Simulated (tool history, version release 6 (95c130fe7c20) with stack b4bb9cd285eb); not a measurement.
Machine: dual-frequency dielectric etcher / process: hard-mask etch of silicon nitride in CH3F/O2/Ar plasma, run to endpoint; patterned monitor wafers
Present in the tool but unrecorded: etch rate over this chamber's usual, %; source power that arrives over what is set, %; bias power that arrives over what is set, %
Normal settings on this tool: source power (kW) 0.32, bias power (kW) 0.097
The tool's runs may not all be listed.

run,hour,source power (kW),bias power (kW),wafers since the last listed run,hours since the last wet clean,hours since the last source power generator calibration,hours since the last bias power generator calibration,hours since the last upper electrode change,"incoming incoming film thickness, nm",endpoint time (s)
1,0,0.32,0.113,0,556.6,1473.8,3093.9,4699.4,28.81,45.2
2,50.7,0.32,0.113,576,607.3,1524.5,3144.6,4750.1,28.93,45.4
3,102.2,0.32,0.113,585,658.8,1576,3196.1,4801.6,29.03,45.3
# hour 131.3: wet clean of the chamber
4,160.7,0.32,0.097,392,29.4,1634.5,3254.6,4860.1,28.91,46.8
5,260.9,0.26,0.097,1139,129.6,1734.7,3354.8,4960.3,29.05,50.9
# hour 322: source power generator calibrated
6,337.7,0.26,0.097,827,206.4,15.7,3431.6,5037.1,28.7,49.9
# hour 345.7: bias power generator calibrated
7,398.2,0.35,0.108,642,266.9,76.2,52.5,5097.6,29.1,43.9
8,481.4,0.27,0.11,945,350.1,159.4,135.7,5180.8,28.59,46.9
9,551,0.25,0.083,791,419.7,229,205.3,5250.4,28.69,54.4
# hour 579.8: upper electrode replaced
10,619.7,0.32,0.097,508,488.4,297.7,274,39.9,28.67,47.4
11,694.8,0.28,0.079,853,563.5,372.8,349.1,115,28.63,53.8
# hour 744.3: wet clean of the chamber
12,786.2,0.32,0.097,766,41.9,464.2,440.5,206.4,28.78,46.1
13,875.3,0.28,0.085,1012,131,553.3,529.6,295.5,28.79,51
14,942.5,0.38,0.117,763,198.2,620.5,596.8,362.7,29.03,41.5

Below are 3 alternative next runs, each starting from the tool's condition after run 14. Predict each:
A,942.9,0.37,0.097,4,198.6,620.9,597.2,363.1,28.71,?
B,942.9,0.35,0.08,4,198.6,620.9,597.2,363.1,28.71,?
C,942.9,0.27,0.119,4,198.6,620.9,597.2,363.1,28.71,?

run,endpoint time (s)
A,43.8
B,47.9
C,45.6
Without the tool's unlogged condition, the same runs would have read:
run,endpoint time (s)
A,43.2
B,47.2
C,44.9
